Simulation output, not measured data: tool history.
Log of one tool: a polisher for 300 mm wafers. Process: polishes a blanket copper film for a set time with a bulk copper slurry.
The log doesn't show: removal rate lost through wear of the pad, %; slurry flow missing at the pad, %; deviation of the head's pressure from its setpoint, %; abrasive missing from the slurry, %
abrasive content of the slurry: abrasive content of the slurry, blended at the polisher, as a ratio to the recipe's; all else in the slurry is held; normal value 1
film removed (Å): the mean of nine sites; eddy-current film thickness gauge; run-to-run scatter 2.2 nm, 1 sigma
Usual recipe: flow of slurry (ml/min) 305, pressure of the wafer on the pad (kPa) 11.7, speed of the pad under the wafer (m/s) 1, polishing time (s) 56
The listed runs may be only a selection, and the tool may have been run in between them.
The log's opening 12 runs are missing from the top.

| run | hour | flow of slurry (ml/min) | pressure of the wafer on the pad (kPa) | speed of the pad under the wafer (m/s) | abrasive content of the slurry | polishing time (s) | wafers since the last listed run | wafers polished on this pad | hours since the slurry nozzle was cleaned | hours since the head pressure was calibrated | hours since the slurry blender was calibrated | incoming thickness of the incoming film, nm | film removed (Å) |
|---|---|---|---|---|---|---|---|---|---|---|---|---|---|
|  | 987 | worn pad replaced by a new one |
| 13 | 1051.5 | 305 | 10.3 | 1 | 0.85 | 65 | 1078 | 699 | 592.2 | 166.8 | 284.4 | 3465.1 | 2963 |
| 14 | 1103.7 | 305 | 9 | 1.14 | 1 | 56 | 565 | 1265 | 644.4 | 219 | 336.6 | 3500.6 | 2699 |
| 15 | 1192.9 | 405 | 15.2 | 1.36 | 1 | 56 | 966 | 2232 | 733.6 | 308.2 | 425.8 | 3427.1 | 5520 |
| 16 | 1237.7 | 305 | 11.7 | 0.8 | 1 | 56 | 485 | 2717 | 778.4 | 353 | 470.6 | 3509.8 | 2484 |
| 17 | 1313.6 | 305 | 11.7 | 1 | 1 | 56 | 822 | 3540 | 854.3 | 428.9 | 546.5 | 3528.7 | 3086 |
|  | 1347.7 | slurry nozzle cleaned |
| 18 | 1410.7 | 305 | 11.7 | 1 | 0.75 | 49 | 1041 | 4582 | 63 | 526 | 643.6 | 3417.5 | 2391 |
| 19 | 1502.1 | 305 | 11.7 | 1.1 | 1 | 56 | 990 | 5573 | 154.4 | 617.4 | 735 | 3464.1 | 3389 |
| 20 | 1585.2 | 305 | 10.3 | 1 | 0.85 | 65 | 900 | 6474 | 237.5 | 700.5 | 818.1 | 3490.5 | 2931 |
|  | 1598.7 | slurry blender recalibrated |
| 21 | 1663.2 | 220 | 11.7 | 1 | 1 | 56 | 823 | 7298 | 315.5 | 778.5 | 64.5 | 3424.7 | 2970 |
|  | 1844.7 | worn pad replaced by a new one |
| 22 | 1880.6 | 305 | 11.7 | 1 | 1 | 75 | 2313 | 388 | 532.9 | 995.9 | 281.9 | 3455.1 | 4000 |
| 23 | 1916.8 | 340 | 11.7 | 1 | 1 | 39 | 392 | 781 | 569.1 | 1032.1 | 318.1 | 3509 | 2116 |
| 24 | 2009.6 | 305 | 11.7 | 1 | 1.1 | 56 | 1006 | 1787 | 661.9 | 1124.9 | 410.9 | 3394.5 | 3139 |
|  | 2053.6 | slurry nozzle cleaned |
| 25 | 2102.6 | 350 | 11.7 | 1 | 1 | 76 | 997 | 2784 | 49 | 1217.9 | 503.9 | 3475.3 | 4156 |
| 26 | 2161.7 | 380 | 11.7 | 1 | 1 | 56 | 640 | 3425 | 108.1 | 1277 | 563 | 3496.4 | 3076 |
| 27 | 2220.5 | 305 | 14.5 | 1 | 0.9 | 56 | 637 | 4062 | 166.9 | 1335.8 | 621.8 | 3506.6 | 3547 |
|  | 2357.6 | head pressure recalibrated |
|  | 2401.6 | slurry blender recalibrated |
| 28 | 2480.5 | 305 | 11.7 | 1 | 1 | 56 | 2775 | 6837 | 426.9 | 122.9 | 78.9 | 3467.7 | 3059 |
| 29 | 2550 | 405 | 15.2 | 1.36 | 1 | 56 | 753 | 7591 | 496.4 | 192.4 | 148.4 | 3459.5 | 5628 |
|  | 2567 | worn pad replaced by a new one |
| 30 | 2590.9 | 335 | 11.7 | 0.84 | 0.75 | 56 | 400 | 259 | 537.3 | 233.3 | 189.3 | 3442.5 | 2365 |

Below are 4 alternative next runs, each starting from the tool's condition after run 30. Predict each:
| A | 2591.3 | 305 | 9.7 | 1 | 1 | 56 | 4 | 263 | 537.7 | 233.7 | 189.7 | 3435.8 | ? |
| B | 2591.3 | 340 | 11.7 | 1 | 1 | 61 | 4 | 263 | 537.7 | 233.7 | 189.7 | 3435.8 | ? |
| C | 2591.3 | 350 | 11.7 | 1 | 1 | 70 | 4 | 263 | 537.7 | 233.7 | 189.7 | 3435.8 | ? |
| D | 2591.3 | 210 | 15.2 | 1 | 1 | 56 | 4 | 263 | 537.7 | 233.7 | 189.7 | 3435.8 | ? |

| run | film removed (Å) |
|---|---|
| A | 2545 |
| B | 3399 |
| C | 3910 |
| D | 3821 |
Had the tool no hidden state, the same runs would have come out as:
| run | film removed (Å) |
|---|---|
| A | 2537 |
| B | 3389 |
| C | 3899 |
| D | 3810 |
